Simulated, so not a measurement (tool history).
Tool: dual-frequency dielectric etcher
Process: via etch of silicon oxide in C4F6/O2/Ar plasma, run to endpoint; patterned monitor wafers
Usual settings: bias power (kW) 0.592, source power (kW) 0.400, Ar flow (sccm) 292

run	day	bias power (kW)	source power (kW)	Ar flow (sccm)	wafers since the last listed run	hours since the last wet clean	hours since the last bias power generator calibration	hours since the last source power generator calibration	hours since the last Ar flow controller change	hours since the last upper electrode change	incoming incoming film thickness, nm	endpoint time (s)
1	0.000	0.512	0.400	292	0	543.1	1958.5	1677.5	4605.6	3551.6	104.6	25.0
2	0.650	0.592	0.400	292	349	558.7	1974.1	1693.1	4621.2	3567.2	105.9	24.1
3	1.233	0.592	0.400	292	313	572.7	1988.1	1707.1	4635.2	3581.2	105.6	24.1
# day 2.438: upper electrode replaced
4	2.458	0.592	0.400	292	121	602.1	2017.5	1736.5	4664.6	0.5	105.4	24.1
5	2.471	0.531	0.400	292	6	602.4	2017.8	1736.8	4664.9	0.8	105.8	25.1
6	2.725	0.531	0.400	292	136	608.5	2023.9	1742.9	4671.0	6.9	106.3	25.2
7	3.038	0.531	0.400	292	168	616.0	2031.4	1750.4	4678.5	14.4	106.1	25.1
# day 3.417: Ar flow controller replaced
8	3.492	0.592	0.440	267	109	626.9	2042.3	1761.3	1.8	25.3	107.3	23.1
# day 3.988: bias power generator calibrated
# day 4.512: source power generator calibrated
# day 4.842: wet clean of the chamber
9	4.862	0.592	0.460	264	380	0.5	21.0	8.4	34.7	58.2	105.4	21.0
10	4.875	0.592	0.370	348	6	0.8	21.3	8.7	35.0	58.5	105.7	24.4
11	5.042	0.592	0.400	292	89	4.8	25.3	12.7	39.0	62.5	106.3	23.0
12	5.596	0.476	0.470	222	298	18.1	38.6	26.0	52.3	75.8	106.0	22.2
13	6.062	0.521	0.450	326	251	29.3	49.8	37.2	63.5	87.0	104.2	22.8
14	6.538	0.592	0.400	292	255	40.7	61.2	48.6	74.9	98.4	105.9	23.0
15	7.129	0.592	0.450	292	318	54.9	75.4	62.8	89.1	112.6	105.4	21.6

Forecast each of these 5 alternatives for the next run:
A	7.146	0.592	0.400	292	8	55.3	75.8	63.2	89.5	113.0	105.0	?
B	7.146	0.516	0.330	350	8	55.3	75.8	63.2	89.5	113.0	105.0	?
C	7.146	0.592	0.400	263	8	55.3	75.8	63.2	89.5	113.0	105.0	?
D	7.146	0.486	0.300	292	8	55.3	75.8	63.2	89.5	113.0	105.0	?
E	7.146	0.510	0.360	243	8	55.3	75.8	63.2	89.5	113.0	105.0	?

run	endpoint time (s)
A	22.8
B	27.0
C	22.5
D	28.4
E	24.8
Without the tool's hidden state the same runs would have given:
run	endpoint time (s)
A	22.6
B	26.7
C	22.3
D	28.1
E	24.5

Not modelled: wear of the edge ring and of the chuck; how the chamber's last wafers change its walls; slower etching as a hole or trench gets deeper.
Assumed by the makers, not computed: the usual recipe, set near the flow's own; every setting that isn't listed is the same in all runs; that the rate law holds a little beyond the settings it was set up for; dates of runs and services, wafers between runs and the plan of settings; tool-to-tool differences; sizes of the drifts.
